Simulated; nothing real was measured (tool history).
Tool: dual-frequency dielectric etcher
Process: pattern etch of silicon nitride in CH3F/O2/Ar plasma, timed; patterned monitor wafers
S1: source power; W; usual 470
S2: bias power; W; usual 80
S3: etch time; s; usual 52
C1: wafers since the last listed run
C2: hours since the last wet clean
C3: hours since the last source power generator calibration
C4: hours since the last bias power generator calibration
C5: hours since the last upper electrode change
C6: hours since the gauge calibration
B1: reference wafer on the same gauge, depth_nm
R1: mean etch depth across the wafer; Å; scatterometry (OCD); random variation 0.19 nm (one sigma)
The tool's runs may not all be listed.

run 1 hour=0 | S1=470 S2=80 S3=52 | C1=0 C2=71.2 C3=3075.4 C4=1204.1 C5=3652.3 C6=568.9 | B1=43.24 | R1=405.7
run 2 hour=19.5 | S1=470 S2=85 S3=52 | C1=141 C2=90.7 C3=3094.9 C4=1223.6 C5=3671.8 C6=588.4 | B1=43.23 | R1=413.2
run 3 hour=54.9 | S1=470 S2=85 S3=52 | C1=257 C2=126.1 C3=3130.3 C4=1259 C5=3707.2 C6=623.8 | B1=43.15 | R1=412.5
run 4 hour=75 | S1=470 S2=88 S3=52 | C1=146 C2=146.2 C3=3150.4 C4=1279.1 C5=3727.3 C6=643.9 | B1=43.11 | R1=416.3
run 5 hour=108.8 | S1=470 S2=88 S3=52 | C1=245 C2=180 C3=3184.2 C4=1312.9 C5=3761.1 C6=677.7 | B1=43.14 | R1=413.6
run 6 hour=136.1 | S1=470 S2=88 S3=52 | C1=198 C2=207.3 C3=3211.5 C4=1340.2 C5=3788.4 C6=705 | B1=43.07 | R1=414.8
run 7 hour=168.1 | S1=550 S2=80 S3=52 | C1=232 C2=239.3 C3=3243.5 C4=1372.2 C5=3820.4 C6=737 | B1=43.01 | R1=430.6
run 8 hour=180.5 | S1=470 S2=90 S3=52 | C1=90 C2=251.7 C3=3255.9 C4=1384.6 C5=3832.8 C6=749.4 | B1=43.02 | R1=418.7
run 9 hour=201.9 | S1=470 S2=80 S3=56 | C1=155 C2=273.1 C3=3277.3 C4=1406 C5=3854.2 C6=770.8 | B1=43.01 | R1=434
run 10 hour=236.4 | S1=470 S2=80 S3=56 | C1=250 C2=307.6 C3=3311.8 C4=1440.5 C5=3888.7 C6=805.3 | B1=42.94 | R1=432.6
run 11 hour=258.9 | S1=470 S2=96 S3=52 | C1=163 C2=330.1 C3=3334.3 C4=1463 C5=3911.2 C6=827.8 | B1=42.89 | R1=423.9
-- hour=270.1 gauge calibrated
run 12 hour=291.6 | S1=470 S2=96 S3=52 | C1=237 C2=362.8 C3=3367 C4=1495.7 C5=3943.9 C6=21.5 | B1=43.76 | R1=431
-- hour=316.4 upper electrode replaced
run 13 hour=316.9 | S1=560 S2=98 S3=52 | C1=9 C2=388.1 C3=3392.3 C4=1521 C5=0.5 C6=46.8 | B1=43.67 | R1=467.5
run 14 hour=349.5 | S1=470 S2=80 S3=52 | C1=237 C2=420.7 C3=3424.9 C4=1553.6 C5=33.1 C6=79.4 | B1=43.66 | R1=407.9
run 15 hour=377 | S1=470 S2=65 S3=52 | C1=199 C2=448.2 C3=3452.4 C4=1581.1 C5=60.6 C6=106.9 | B1=43.64 | R1=382.8
run 16 hour=400 | S1=350 S2=98 S3=52 | C1=167 C2=471.2 C3=3475.4 C4=1604.1 C5=83.6 C6=129.9 | B1=43.58 | R1=382.8
run 17 hour=426.3 | S1=470 S2=80 S3=52 | C1=191 C2=497.5 C3=3501.7 C4=1630.4 C5=109.9 C6=156.2 | B1=43.52 | R1=411.4
run 18 hour=448.3 | S1=420 S2=80 S3=52 | C1=159 C2=519.5 C3=3523.7 C4=1652.4 C5=131.9 C6=178.2 | B1=43.5 | R1=387.6
-- hour=488.6 wet clean of the chamber
run 19 hour=489.1 | S1=470 S2=80 S3=37 | C1=122 C2=0.5 C3=3564.5 C4=1693.2 C5=172.7 C6=219 | B1=43.47 | R1=288.6
run 20 hour=489.4 | S1=470 S2=80 S3=52 | C1=2 C2=0.8 C3=3564.8 C4=1693.5 C5=173 C6=219.3 | B1=43.47 | R1=407.2
-- hour=503.9 source power generator calibrated
run 21 hour=504.6 | S1=470 S2=80 S3=52 | C1=81 C2=16 C3=0.7 C4=1708.7 C5=188.2 C6=234.5 | B1=43.41 | R1=406.9
run 22 hour=516.8 | S1=420 S2=62 S3=60.5 | C1=88 C2=28.2 C3=12.9 C4=1720.9 C5=200.4 C6=246.7 | B1=43.42 | R1=413.6
-- hour=521.3 bias power generator calibrated
run 23 hour=607.1 | S1=470 S2=80 S3=52 | C1=627 C2=118.5 C3=103.2 C4=85.8 C5=290.7 C6=337 | B1=43.28 | R1=408.5
run 24 hour=619.5 | S1=430 S2=80 S3=52 | C1=90 C2=130.9 C3=115.6 C4=98.2 C5=303.1 C6=349.4 | B1=43.3 | R1=387.6
run 25 hour=631.6 | S1=410 S2=88 S3=46 | C1=87 C2=143 C3=127.7 C4=110.3 C5=315.2 C6=361.5 | B1=43.23 | R1=349.1
run 26 hour=647.3 | S1=580 S2=94 S3=52 | C1=114 C2=158.7 C3=143.4 C4=126 C5=330.9 C6=377.2 | B1=43.21 | R1=464.8
run 27 hour=681.6 | S1=470 S2=96 S3=52 | C1=249 C2=193 C3=177.7 C4=160.3 C5=365.2 C6=411.5 | B1=43.21 | R1=428.5
run 28 hour=694.6 | S1=390 S2=67 S3=36.5 | C1=94 C2=206 C3=190.7 C4=173.3 C5=378.2 C6=424.5 | B1=43.19 | R1=245.8
run 29 hour=712.8 | S1=380 S2=80 S3=52 | C1=132 C2=224.2 C3=208.9 C4=191.5 C5=396.4 C6=442.7 | B1=43.21 | R1=369.7
run 30 hour=745.4 | S1=410 S2=95 S3=48 | C1=237 C2=256.8 C3=241.5 C4=224.1 C5=429 C6=475.3 | B1=43.12 | R1=370.1

The same runs without the tool's hidden state, with the same run-to-run variation:
The hidden state here: etch rate over this chamber's usual, %; source power that arrives over what is set, %; bias power that arrives over what is set, %; gauge reads high (%).
run=1 R1=410.9
run=2 R1=418.9
run=3 R1=418.6
run=4 R1=422.7
run=5 R1=420.4
run=6 R1=422
run=7 R1=438.5
run=8 R1=426.5
run=9 R1=442.4
run=10 R1=441.4
run=11 R1=432.9
run=12 R1=431.8
run=13 R1=468.8
run=14 R1=409.4
run=15 R1=384.6
run=16 R1=384.8
run=17 R1=413.9
run=18 R1=390.2
run=19 R1=291
run=20 R1=410.5
run=21 R1=410.4
run=22 R1=417.3
run=23 R1=413.2
run=24 R1=392.2
run=25 R1=353.4
run=26 R1=470.8
run=27 R1=434.5
run=28 R1=249.4
run=29 R1=375.3
run=30 R1=376.1
